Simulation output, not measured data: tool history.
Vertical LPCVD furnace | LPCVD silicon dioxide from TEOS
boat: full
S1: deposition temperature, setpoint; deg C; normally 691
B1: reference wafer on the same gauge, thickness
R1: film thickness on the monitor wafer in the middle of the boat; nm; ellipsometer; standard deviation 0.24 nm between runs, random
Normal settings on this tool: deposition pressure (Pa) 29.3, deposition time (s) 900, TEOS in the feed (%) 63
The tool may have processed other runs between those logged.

run 1 hour=0.0 | S1=691 deposition_pressure_(Pa)=29.3 deposition_time_(s)=900 TEOS_in_the_feed_(%)=63 | B1=65.45 | R1=65.38
run 2 hour=28.8 | S1=691 deposition_pressure_(Pa)=29.3 deposition_time_(s)=900 TEOS_in_the_feed_(%)=63 | B1=65.46 | R1=65.16
run 3 hour=41.8 | S1=691 deposition_pressure_(Pa)=29.3 deposition_time_(s)=900 TEOS_in_the_feed_(%)=63 | B1=65.39 | R1=65.44
run 4 hour=65.1 | S1=691 deposition_pressure_(Pa)=29.3 deposition_time_(s)=900 TEOS_in_the_feed_(%)=63 | B1=65.58 | R1=64.82
run 5 hour=99.6 | S1=691 deposition_pressure_(Pa)=29.3 deposition_time_(s)=900 TEOS_in_the_feed_(%)=63 | B1=65.52 | R1=65.36
-- hour=128.9 gauge calibrated
run 6 hour=130.8 | S1=691 deposition_pressure_(Pa)=29.3 deposition_time_(s)=900 TEOS_in_the_feed_(%)=63 | B1=65.48 | R1=65.47
run 7 hour=143.1 | S1=691 deposition_pressure_(Pa)=29.3 deposition_time_(s)=900 TEOS_in_the_feed_(%)=66 | B1=65.55 | R1=67.04
-- hour=181.3 TEOS flow controller replaced
run 8 hour=181.8 | S1=691 deposition_pressure_(Pa)=29.3 deposition_time_(s)=900 TEOS_in_the_feed_(%)=66 | B1=65.54 | R1=66.63
run 9 hour=207.9 | S1=691 deposition_pressure_(Pa)=36.7 deposition_time_(s)=1050 TEOS_in_the_feed_(%)=63 | B1=65.46 | R1=85.71
run 10 hour=235.0 | S1=691 deposition_pressure_(Pa)=36.7 deposition_time_(s)=1050 TEOS_in_the_feed_(%)=63 | B1=65.55 | R1=85.39
run 11 hour=267.5 | S1=681 deposition_pressure_(Pa)=29.3 deposition_time_(s)=570 TEOS_in_the_feed_(%)=63 | B1=65.46 | R1=32.55
run 12 hour=285.3 | S1=686 deposition_pressure_(Pa)=22.7 deposition_time_(s)=900 TEOS_in_the_feed_(%)=53 | B1=65.55 | R1=46.21
run 13 hour=307.4 | S1=691 deposition_pressure_(Pa)=29.3 deposition_time_(s)=900 TEOS_in_the_feed_(%)=63 | B1=65.53 | R1=64.78
-- hour=353.7 thermocouples replaced and temperature profile calibrated
run 14 hour=354.2 | S1=682 deposition_pressure_(Pa)=29.3 deposition_time_(s)=1080 TEOS_in_the_feed_(%)=63 | B1=65.45 | R1=62.67
run 15 hour=358.9 | S1=691 deposition_pressure_(Pa)=29.3 deposition_time_(s)=900 TEOS_in_the_feed_(%)=71 | B1=65.43 | R1=68.90
run 16 hour=410.3 | S1=691 deposition_pressure_(Pa)=29.3 deposition_time_(s)=900 TEOS_in_the_feed_(%)=63 | B1=65.46 | R1=64.62
run 17 hour=437.5 | S1=691 deposition_pressure_(Pa)=23.3 deposition_time_(s)=630 TEOS_in_the_feed_(%)=74 | B1=65.49 | R1=43.69
run 18 hour=450.2 | S1=695 deposition_pressure_(Pa)=33.3 deposition_time_(s)=1050 TEOS_in_the_feed_(%)=70 | B1=65.51 | R1=93.30

Predict the results of run 19:
run 19 hour=463.3 | S1=691 deposition_pressure_(Pa)=34.7 deposition_time_(s)=900 TEOS_in_the_feed_(%)=53 | B1=? | R1=?

B1: 65.56
R1: 64.83 nm
On a tool with no hidden condition, and with the same random variation, this run would have come out at R1 66.23 nm.

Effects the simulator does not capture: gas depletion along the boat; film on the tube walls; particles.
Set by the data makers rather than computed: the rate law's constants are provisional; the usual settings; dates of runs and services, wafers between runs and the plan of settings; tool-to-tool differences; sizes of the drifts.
